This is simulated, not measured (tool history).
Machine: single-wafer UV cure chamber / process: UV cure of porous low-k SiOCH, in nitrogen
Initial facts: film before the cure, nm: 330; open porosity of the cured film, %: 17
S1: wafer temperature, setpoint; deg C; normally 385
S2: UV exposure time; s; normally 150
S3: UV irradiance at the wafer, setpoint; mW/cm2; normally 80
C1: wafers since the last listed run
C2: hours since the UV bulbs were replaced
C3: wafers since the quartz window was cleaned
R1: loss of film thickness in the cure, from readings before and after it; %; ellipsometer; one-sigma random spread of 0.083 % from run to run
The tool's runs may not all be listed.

| run | hour | S1 | S2 | S3 | C1 | C2 | C3 | R1 |
|---|---|---|---|---|---|---|---|---|
| 1 | 0 | 385 | 150 | 80 | 0 | 2171.7 | 362 | 8.02 |
| 2 | 15 | 385 | 150 | 80 | 86 | 2186.7 | 448 | 7.932 |
| 3 | 41.5 | 385 | 150 | 80 | 152 | 2213.2 | 601 | 7.76 |
| 4 | 65.8 | 385 | 150 | 80 | 140 | 2237.5 | 741 | 7.733 |
| 5 | 92.4 | 385 | 150 | 80 | 153 | 2264.1 | 894 | 7.508 |
| 6 | 112.7 | 385 | 150 | 80 | 116 | 2284.4 | 1011 | 7.794 |
| 7 | 138.9 | 385 | 150 | 80 | 150 | 2310.6 | 1162 | 7.447 |
| 8 | 156.2 | 385 | 150 | 80 | 99 | 2327.9 | 1262 | 7.345 |
| 9 | 176.9 | 385 | 150 | 103 | 119 | 2348.6 | 1381 | 8.336 |
| 10 | 207.1 | 385 | 110 | 48 | 174 | 2378.8 | 1555 | 4.218 |
| 11 | 219.7 | 402 | 220 | 95 | 72 | 2391.4 | 1628 | 9.707 |

Estimate the outcome of run 12 from the log above:
| 12 | 251.7 | 393 | 175 | 107 | 184 | 2423.4 | 1812 | ? |

Run 12 yielded R1 8.816 %.
On a tool with no hidden condition, and with the same random variation, this run would have come out at R1 9.945 %.

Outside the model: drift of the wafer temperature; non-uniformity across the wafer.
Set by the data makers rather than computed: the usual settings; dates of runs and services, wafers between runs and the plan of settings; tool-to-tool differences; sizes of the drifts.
